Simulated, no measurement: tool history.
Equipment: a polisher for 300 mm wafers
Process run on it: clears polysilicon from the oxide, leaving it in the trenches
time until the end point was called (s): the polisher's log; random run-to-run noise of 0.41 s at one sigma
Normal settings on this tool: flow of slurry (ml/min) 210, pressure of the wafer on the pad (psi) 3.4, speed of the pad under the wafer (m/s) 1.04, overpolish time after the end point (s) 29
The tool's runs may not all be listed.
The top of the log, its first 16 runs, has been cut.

run,day,flow of slurry (ml/min),pressure of the wafer on the pad (psi),speed of the pad under the wafer (m/s),overpolish time after the end point (s),"incoming thickness of the incoming film, nm",time until the end point was called (s)
17,35.388,245,2.4,1.04,29,636.4,35.1
18,36.9,210,3.4,1.04,29,620.3,28.4
# day 38.996: head pressure recalibrated
19,39.725,210,2.3,1.04,29,625.2,38.6
20,41.496,175,3.4,0.82,29,620.6,36.1
21,43.112,180,3,0.76,15,635,41.1
22,46.129,140,3.4,0.88,20,624.5,37.1
# day 46.796: worn pad replaced by a new one
23,48.529,255,3.4,1.04,17,641.1,31.2
24,56.25,285,4.1,0.76,29,621.9,31.3
25,57.275,210,3,0.8,29,627.9,38.3
# day 59.117: slurry nozzle cleaned
26,60.012,210,3.4,1.18,29,618.8,27.9
27,61.692,185,3.4,1.04,29,628.3,30.9
# day 62.404: worn pad replaced by a new one
28,63.95,210,2.8,1.04,29,629.2,33.3
29,67.854,210,3.4,0.76,29,635.5,35.6
30,70.467,210,3.4,1.04,29,621.9,29.8
31,73.067,210,3.4,1.04,29,632.7,29.8
32,74.579,210,2.9,1.04,21,621.5,31.8
# day 75.629: head pressure recalibrated
33,75.888,210,2.2,0.94,41,626.4,41.7

Alternative continuations, all from the tool just after run 33; predict every row:
A,75.904,210,3.4,1.04,29,639,?
B,75.904,210,3.4,1.34,29,639,?
C,75.904,250,3.4,1.34,42,639,?
D,75.904,240,3.8,1.24,42,639,?
E,75.904,210,3.4,1.32,29,639,?

run,time until the end point was called (s)
A,31.5
B,26.9
C,26.3
D,26
E,27.1
Had the tool no hidden state, the same runs would have come out as:
run,time until the end point was called (s)
A,31.6
B,27
C,26.4
D,26.1
E,27.2
